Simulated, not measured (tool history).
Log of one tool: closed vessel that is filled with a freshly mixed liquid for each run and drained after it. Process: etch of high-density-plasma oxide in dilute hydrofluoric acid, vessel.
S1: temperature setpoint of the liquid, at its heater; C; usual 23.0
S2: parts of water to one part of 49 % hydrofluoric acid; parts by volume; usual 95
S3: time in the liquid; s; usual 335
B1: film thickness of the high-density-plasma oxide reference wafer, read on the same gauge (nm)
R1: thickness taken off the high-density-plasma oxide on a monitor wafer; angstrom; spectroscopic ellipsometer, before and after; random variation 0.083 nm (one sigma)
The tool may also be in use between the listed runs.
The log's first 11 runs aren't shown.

run,hour,S1,S2,S3,B1,R1
12,1009.1,21.0,135,335,70.34,133.6
13,1091.7,26.5,75,335,70.39,320.9
14,1197.8,26.5,60,225,70.42,277.5
# hour 1279.4: thermometer replaced
15,1285.5,28.0,95,410,70.57,322.4
16,1362.8,19.0,135,215,70.55,79.7
17,1430.1,23.0,95,335,70.68,216.8
18,1509.4,23.0,95,335,70.73,216.5
19,1566.3,23.0,95,335,70.82,219.0
20,1659.9,23.0,95,335,70.89,216.9
21,1699.7,26.5,140,335,70.90,159.4
# hour 1725.9: hydrofluoric acid flow meter replaced
22,1739.8,23.0,115,335,71.01,175.2
23,1838.7,19.5,80,190,71.11,129.7
24,1884.5,23.0,115,180,71.18,94.9
# hour 1955.7: thermometer replaced
25,1986.8,23.0,55,205,71.32,242.4
26,2040.2,19.5,140,335,71.47,122.3
27,2118.8,23.0,135,335,71.56,147.6
28,2218.9,26.5,50,475,71.80,728.0
29,2295.5,23.0,95,335,71.94,219.1
30,2362.3,25.0,70,335,72.05,338.2
31,2434.7,27.0,95,455,72.21,353.6

Forecast each of these 4 alternatives for the next run:
A,2435.4,23.0,95,335,?,?
B,2435.4,28.0,120,470,?,?
C,2435.4,23.0,70,260,?,?
D,2435.4,26.5,95,260,?,?

run,B1,R1
A,72.21,221.6
B,72.21,289.7
C,72.21,240.8
D,72.21,197.5
Without the tool's hidden state the same runs would have given:
run,R1
A,214.9
B,280.9
C,233.4
D,191.5
